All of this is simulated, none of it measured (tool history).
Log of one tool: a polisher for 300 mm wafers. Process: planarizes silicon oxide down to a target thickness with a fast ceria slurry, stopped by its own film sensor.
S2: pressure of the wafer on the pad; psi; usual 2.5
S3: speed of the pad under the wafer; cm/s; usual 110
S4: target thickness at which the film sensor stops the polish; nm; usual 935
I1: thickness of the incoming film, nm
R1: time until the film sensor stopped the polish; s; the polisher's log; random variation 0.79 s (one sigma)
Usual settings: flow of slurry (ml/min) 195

run 1 day=0 | flow_of_slurry_(ml/min)=195 S2=2.5 S3=110 S4=935 | I1=2590 | R1=98.8
-- day=1.054 worn pad replaced by a new one
run 2 day=1.733 | flow_of_slurry_(ml/min)=195 S2=2.5 S3=110 S4=935 | I1=2576.6 | R1=100.1
run 3 day=2.275 | flow_of_slurry_(ml/min)=195 S2=2.5 S3=140 S4=935 | I1=2551 | R1=77.8
run 4 day=2.858 | flow_of_slurry_(ml/min)=195 S2=2.5 S3=140 S4=935 | I1=2573.3 | R1=78.1
run 5 day=3.35 | flow_of_slurry_(ml/min)=195 S2=2.5 S3=140 S4=935 | I1=2585.1 | R1=78.8
run 6 day=3.758 | flow_of_slurry_(ml/min)=195 S2=2.2 S3=110 S4=935 | I1=2585.6 | R1=110
run 7 day=4.467 | flow_of_slurry_(ml/min)=195 S2=2.5 S3=110 S4=935 | I1=2558.2 | R1=101.2
run 8 day=4.867 | flow_of_slurry_(ml/min)=195 S2=2.5 S3=110 S4=935 | I1=2555.3 | R1=100.6
run 9 day=5.242 | flow_of_slurry_(ml/min)=195 S2=2.5 S3=110 S4=935 | I1=2579.5 | R1=100.8
-- day=5.871 slurry nozzle cleaned
run 10 day=5.967 | flow_of_slurry_(ml/min)=195 S2=2.5 S3=110 S4=628 | I1=2584.9 | R1=126.1
run 11 day=6.412 | flow_of_slurry_(ml/min)=195 S2=2.5 S3=110 S4=757 | I1=2597 | R1=118.9
-- day=6.7 head pressure recalibrated
run 12 day=6.829 | flow_of_slurry_(ml/min)=195 S2=2.5 S3=76 S4=1337 | I1=2580.7 | R1=114.6
-- day=7.062 worn pad replaced by a new one
run 13 day=7.408 | flow_of_slurry_(ml/min)=195 S2=2.5 S3=110 S4=935 | I1=2581.4 | R1=108.1
run 14 day=7.879 | flow_of_slurry_(ml/min)=145 S2=2.2 S3=110 S4=935 | I1=2627 | R1=124.1
run 15 day=8.292 | flow_of_slurry_(ml/min)=195 S2=3 S3=90 S4=570 | I1=2569.7 | R1=140
-- day=8.567 slurry nozzle cleaned, repeated, since the last time left the tool worse
run 16 day=9.008 | flow_of_slurry_(ml/min)=195 S2=1.9 S3=132 S4=935 | I1=2546.9 | R1=97.6
run 17 day=9.45 | flow_of_slurry_(ml/min)=245 S2=1.7 S3=142 S4=935 | I1=2558.2 | R1=93.8
run 18 day=9.846 | flow_of_slurry_(ml/min)=195 S2=2.5 S3=110 S4=935 | I1=2555.4 | R1=96.1
run 19 day=10.579 | flow_of_slurry_(ml/min)=160 S2=3.1 S3=138 S4=407 | I1=2575 | R1=93
run 20 day=11.062 | flow_of_slurry_(ml/min)=195 S2=1.8 S3=110 S4=935 | I1=2590.9 | R1=122.9
run 21 day=11.458 | flow_of_slurry_(ml/min)=195 S2=2.5 S3=110 S4=935 | I1=2553.7 | R1=97.8
-- day=12.004 worn pad replaced by a new one
run 22 day=12.104 | flow_of_slurry_(ml/min)=130 S2=2.5 S3=110 S4=935 | I1=2610.9 | R1=105.4

Measured less the same run without the tool's hidden state. The same run-to-run variation is in both; the gauge's scatter may not be:
The hidden state here: removal rate lost through wear of the pad, %; slurry flow missing at the pad, %; deviation of the head's pressure from its setpoint, %.
run=1 R1=+0.8
run=2 R1=+1.3
run=3 R1=+1.2
run=4 R1=+1.4
run=5 R1=+1.5
run=6 R1=+2.3
run=7 R1=+2.5
run=8 R1=+2.7
run=9 R1=+2.9
run=10 R1=+8.6
run=11 R1=+8.2
run=12 R1=+7.9
run=13 R1=+7.6
run=14 R1=+10.9
run=15 R1=+10
run=16 R1=+0.3
run=17 R1=+0.2
run=18 R1=+0.3
run=19 R1=+0.4
run=20 R1=+0.5
run=21 R1=+0.4
run=22 R1=+0.8
